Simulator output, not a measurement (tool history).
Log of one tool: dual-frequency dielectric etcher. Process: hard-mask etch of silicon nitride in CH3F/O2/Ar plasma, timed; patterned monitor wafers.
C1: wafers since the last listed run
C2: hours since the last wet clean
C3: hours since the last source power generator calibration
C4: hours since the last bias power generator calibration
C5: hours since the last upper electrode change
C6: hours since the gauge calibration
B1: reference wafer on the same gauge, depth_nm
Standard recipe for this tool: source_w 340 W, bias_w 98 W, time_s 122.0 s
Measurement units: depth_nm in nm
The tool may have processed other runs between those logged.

Run 1, hour 0.0: usual settings but source_w 380 W; C1 0; C2 415.8; C3 3029.7; C4 2637.5; C5 6225.8; C6 671.5; B1 91.3. Result: depth_nm 94.6 nm.
At hour 52.3: upper electrode replaced.
Run 2, hour 52.8: usual settings but time_s 113.5 s; C1 331; C2 468.6; C3 3082.5; C4 2690.3; C5 0.5; C6 724.3; B1 91.2. Result: depth_nm 83.7 nm.
Run 3, hour 62.6: usual settings; C1 112; C2 478.4; C3 3092.3; C4 2700.1; C5 10.3; C6 734.1; B1 91.3. Result: depth_nm 89.9 nm.
Run 4, hour 88.5: usual settings; C1 298; C2 504.3; C3 3118.2; C4 2726.0; C5 36.2; C6 760.0; B1 91.3. Result: depth_nm 89.7 nm.
Run 5, hour 119.0: usual settings; C1 350; C2 534.8; C3 3148.7; C4 2756.5; C5 66.7; C6 790.5; B1 91.2. Result: depth_nm 89.6 nm.
At hour 133.6: bias power generator calibrated.
Run 6, hour 148.8: usual settings; C1 296; C2 564.6; C3 3178.5; C4 15.2; C5 96.5; C6 820.3; B1 91.3. Result: depth_nm 89.9 nm.
Run 7, hour 172.8: usual settings; C1 276; C2 588.6; C3 3202.5; C4 39.2; C5 120.5; C6 844.3; B1 91.3. Result: depth_nm 90.0 nm.
Run 8, hour 186.0: usual settings; C1 151; C2 601.8; C3 3215.7; C4 52.4; C5 133.7; C6 857.5; B1 91.4. Result: depth_nm 90.1 nm.
Run 9, hour 220.4: usual settings; C1 395; C2 636.2; C3 3250.1; C4 86.8; C5 168.1; C6 891.9; B1 91.3. Result: depth_nm 90.2 nm.
At hour 259.1: source power generator calibrated.
At hour 267.7: wet clean of the chamber.
Run 10, hour 268.2: usual settings; C1 404; C2 0.5; C3 9.1; C4 134.6; C5 215.9; C6 939.7; B1 91.3. Result: depth_nm 90.8 nm.
At hour 271.3: gauge calibrated.
Run 11, hour 279.0: usual settings; C1 124; C2 11.3; C3 19.9; C4 145.4; C5 226.7; C6 7.7; B1 91.2. Result: depth_nm 90.6 nm.
Run 12, hour 298.7: usual settings; C1 226; C2 31.0; C3 39.6; C4 165.1; C5 246.4; C6 27.4; B1 91.3. Result: depth_nm 91.0 nm.
Run 13, hour 354.2: usual settings but source_w 290 W, time_s 157.5 s; C1 638; C2 86.5; C3 95.1; C4 220.6; C5 301.9; C6 82.9; B1 91.2. Result: depth_nm 109.2 nm.
Run 14, hour 426.3: usual settings but source_w 280 W, bias_w 109 W, time_s 95.0 s; C1 829; C2 158.6; C3 167.2; C4 292.7; C5 374.0; C6 155.0; B1 91.2. Result: depth_nm 66.5 nm.
Run 15, hour 458.8: usual settings; C1 373; C2 191.1; C3 199.7; C4 325.2; C5 406.5; C6 187.5; B1 91.4. Result: depth_nm 91.7 nm.
Run 16, hour 472.2: usual settings but source_w 310 W, bias_w 114 W, time_s 138.0 s; C1 154; C2 204.5; C3 213.1; C4 338.6; C5 419.9; C6 200.9; B1 91.3. Result: depth_nm 102.9 nm.
Run 17, hour 495.4: usual settings but bias_w 112 W; C1 266; C2 227.7; C3 236.3; C4 361.8; C5 443.1; C6 224.1; B1 91.2. Result: depth_nm 94.6 nm.
Run 18, hour 507.4: usual settings but source_w 290 W, bias_w 75 W, time_s 111.0 s; C1 138; C2 239.7; C3 248.3; C4 373.8; C5 455.1; C6 236.1; B1 91.2. Result: depth_nm 72.0 nm.
Run 19, hour 524.0: usual settings; C1 191; C2 256.3; C3 264.9; C4 390.4; C5 471.7; C6 252.7; B1 91.3. Result: depth_nm 91.8 nm.
Run 20, hour 542.5: usual settings but source_w 290 W, bias_w 78 W; C1 212; C2 274.8; C3 283.4; C4 408.9; C5 490.2; C6 271.2; B1 91.3. Result: depth_nm 80.0 nm.
Run 21, hour 560.1: usual settings; C1 202; C2 292.4; C3 301.0; C4 426.5; C5 507.8; C6 288.8; B1 91.3. Result: depth_nm 91.8 nm.
Run 22, hour 582.5: usual settings but source_w 280 W; C1 257; C2 314.8; C3 323.4; C4 448.9; C5 530.2; C6 311.2; B1 91.3. Result: depth_nm 83.6 nm.
Run 23, hour 616.2: usual settings but bias_w 84 W, time_s 101.0 s; C1 387; C2 348.5; C3 357.1; C4 482.6; C5 563.9; C6 344.9; B1 91.3. Result: depth_nm 73.0 nm.
Run 24, hour 641.0: usual settings but source_w 400 W, time_s 157.0 s; C1 285; C2 373.3; C3 381.9; C4 507.4; C5 588.7; C6 369.7; B1 91.4. Result: depth_nm 127.4 nm.
Run 25, hour 657.5: usual settings but source_w 270 W; C1 189; C2 389.8; C3 398.4; C4 523.9; C5 605.2; C6 386.2; B1 91.3. Result: depth_nm 82.0 nm.
Run 26, hour 686.3: usual settings but source_w 260 W, bias_w 90 W; C1 331; C2 418.6; C3 427.2; C4 552.7; C5 634.0; C6 415.0; B1 91.3. Result: depth_nm 79.2 nm.
Run 27, hour 719.4: usual settings but source_w 290 W, bias_w 84 W, time_s 155.0 s; C1 380; C2 451.7; C3 460.3; C4 585.8; C5 667.1; C6 448.1; B1 91.3. Result: depth_nm 104.2 nm.
Run 28, hour 742.8: usual settings but source_w 410 W; C1 269; C2 475.1; C3 483.7; C4 609.2; C5 690.5; C6 471.5; B1 91.4. Result: depth_nm 100.6 nm.
Run 29, hour 760.8: usual settings but source_w 410 W, time_s 144.5 s; C1 207; C2 493.1; C3 501.7; C4 627.2; C5 708.5; C6 489.5; B1 91.3. Result: depth_nm 119.3 nm.
Run 30, hour 796.2: usual settings but source_w 310 W; C1 407; C2 528.5; C3 537.1; C4 662.6; C5 743.9; C6 524.9; B1 91.3. Result: depth_nm 88.6 nm.
Run 31, hour 825.6: usual settings but time_s 94.0 s; C1 338; C2 557.9; C3 566.5; C4 692.0; C5 773.3; C6 554.3; B1 91.3. Result: depth_nm 71.4 nm.

Consider 3 possible next runs. They are alternatives, not a sequence: every one starts from the tool as it was left by run 31. What does each give?
Run A, hour 826.1: usual settings; C1 5; C2 558.4; C3 567.0; C4 692.5; C5 773.8; C6 554.8; B1 ?. Result: depth_nm ?.
Run B, hour 826.1: usual settings but source_w 380 W, bias_w 106 W, time_s 94.0 s; C1 5; C2 558.4; C3 567.0; C4 692.5; C5 773.8; C6 554.8; B1 ?. Result: depth_nm ?.
Run C, hour 826.1: usual settings but bias_w 108 W; C1 5; C2 558.4; C3 567.0; C4 692.5; C5 773.8; C6 554.8; B1 ?. Result: depth_nm ?.

run    B1  depth_nm
  A  91.3      92.6
  B  91.3      76.8
  C  91.3      95.2
The same runs, with their run-to-run variation unchanged, on a tool lacking any hidden condition would have given:
run  depth_nm
  A      90.5
  B      75.0
  C      93.0
